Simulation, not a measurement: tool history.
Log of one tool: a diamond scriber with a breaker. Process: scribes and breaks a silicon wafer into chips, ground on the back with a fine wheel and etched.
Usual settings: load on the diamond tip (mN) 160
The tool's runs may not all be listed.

run,hour,load on the diamond tip (mN),"incoming depth of the damage left on the back of the incoming wafer, um",depth of the median crack under the scribed line (µm),chips rejected at inspection after the break (%)
1,0.0,160,0.78,13.79,0.90
2,23.8,160,0.79,13.18,1.09
3,46.2,160,0.50,13.55,1.13
4,64.9,130,0.48,11.33,9.03
5,88.7,130,0.78,11.17,9.58
6,106.3,181,0.43,14.69,0.99
7,137.2,181,0.76,14.65,1.01
8,167.6,148,0.51,12.40,3.51
9,198.8,148,0.68,12.58,3.62
10,228.8,148,0.44,12.27,4.22
11,262.1,160,0.43,12.97,2.05
12,286.5,160,0.79,13.22,2.03
13,309.0,160,0.71,13.17,2.28
14,338.7,160,0.45,12.41,2.58
15,356.6,160,0.73,12.68,2.55
16,382.2,160,0.46,12.37,2.67
17,405.0,173,0.32,13.30,1.27
# hour 417.0: diamond tip replaced by a new one
18,431.5,199,0.60,13.21,1.16
19,458.8,131,0.56,9.66,24.21
# hour 478.9: load on the tip recalibrated
20,491.1,160,0.44,11.04,9.76
21,513.2,160,0.41,10.53,10.94
22,530.0,160,0.34,11.23,12.11
23,550.9,173,0.46,11.30,6.39
24,567.2,177,0.60,11.58,6.38
# hour 582.0: diamond tip replaced by a new one, repeated, since the last time left the tool worse
25,594.9,160,0.74,14.06,0.74
26,607.0,140,0.44,12.65,2.87
27,641.5,132,0.72,11.70,5.43
28,665.3,117,0.39,10.88,13.10
29,683.3,187,0.62,15.24,2.35
30,698.1,160,0.36,14.01,0.87
31,714.0,160,0.57,13.62,0.91
32,745.5,134,0.79,12.03,5.86

The same runs without the tool's hidden state, with the same run-to-run variation:
The hidden state here: share of the diamond tip's cutting effectiveness lost through wear, %; deviation of the load on the tip from its setpoint, %.
run,depth of the median crack under the scribed line (µm),chips rejected at inspection after the break (%)
1,14.29,0.70
2,13.71,0.80
3,14.15,0.78
4,11.87,5.92
5,11.76,6.07
6,15.51,2.21
7,15.56,2.43
8,13.23,1.40
9,13.51,1.35
10,13.25,1.47
11,14.09,0.78
12,14.43,0.73
13,14.43,0.77
14,13.69,0.79
15,14.03,0.76
16,13.75,0.73
17,14.86,1.53
18,16.57,5.04
19,12.19,5.17
20,14.03,0.70
21,13.46,0.75
22,14.42,0.81
23,14.58,1.27
24,15.00,1.88
25,14.13,0.73
26,12.74,2.62
27,11.85,4.76
28,11.07,11.71
29,15.55,3.06
30,14.33,0.78
31,13.97,0.79
32,12.41,4.25
